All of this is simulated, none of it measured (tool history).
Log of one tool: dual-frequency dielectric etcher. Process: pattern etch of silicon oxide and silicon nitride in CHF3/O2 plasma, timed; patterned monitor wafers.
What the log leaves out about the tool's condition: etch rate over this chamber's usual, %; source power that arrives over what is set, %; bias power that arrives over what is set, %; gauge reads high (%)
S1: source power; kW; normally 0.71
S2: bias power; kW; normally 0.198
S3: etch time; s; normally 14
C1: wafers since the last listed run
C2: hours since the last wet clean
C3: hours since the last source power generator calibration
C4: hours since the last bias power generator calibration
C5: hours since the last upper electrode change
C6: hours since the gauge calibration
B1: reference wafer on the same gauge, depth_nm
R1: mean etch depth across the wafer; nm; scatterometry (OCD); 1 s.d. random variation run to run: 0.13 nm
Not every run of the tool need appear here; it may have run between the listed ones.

run	hour	S1	S2	S3	C1	C2	C3	C4	C5	C6	B1	R1
1	0	0.71	0.198	13	0	389.9	4035.5	4503.9	3654.5	443.7	24.97	20.25
# hour 22.5: wet clean of the chamber
2	58.9	0.71	0.198	13	495	36.4	4094.4	4562.8	3713.4	502.6	24.94	20.31
3	104.8	0.81	0.198	14	624	82.3	4140.3	4608.7	3759.3	548.5	24.88	23.01
4	135.1	0.81	0.198	14	412	112.6	4170.6	4639	3789.6	578.8	24.84	22.75
5	159.3	0.71	0.198	15	329	136.8	4194.8	4663.2	3813.8	603	24.86	23.34
6	198.6	0.71	0.198	15	534	176.1	4234.1	4702.5	3853.1	642.3	24.89	23.29
7	236	0.71	0.198	14	508	213.5	4271.5	4739.9	3890.5	679.7	24.85	21.94
8	274.9	0.71	0.198	14	529	252.4	4310.4	4778.8	3929.4	718.6	24.81	21.92
9	300.4	0.83	0.198	16.5	346	277.9	4335.9	4804.3	3954.9	744.1	24.84	26.61
10	356.6	0.83	0.198	16.5	764	334.1	4392.1	4860.5	4011.1	800.3	24.79	26.76
11	389.7	0.71	0.198	14	450	367.2	4425.2	4893.6	4044.2	833.4	24.76	21.82
# hour 439.9: wet clean of the chamber
12	447.7	0.59	0.165	18	462	7.8	4483.2	4951.6	4102.2	891.4	24.78	24.66

Estimate the outcome of run 13 from the log above:
# hour 482.2: source power generator calibrated
# hour 503.4: upper electrode replaced
13	503.9	0.61	0.243	12.5	422	64	21.7	5007.8	0.5	947.6	?	?

Run 13 came out at B1 24.73, R1 19.88 nm.
Take away the tool's hidden state, keep the run-to-run variation as it was, and the same run would have given R1 20.72 nm.
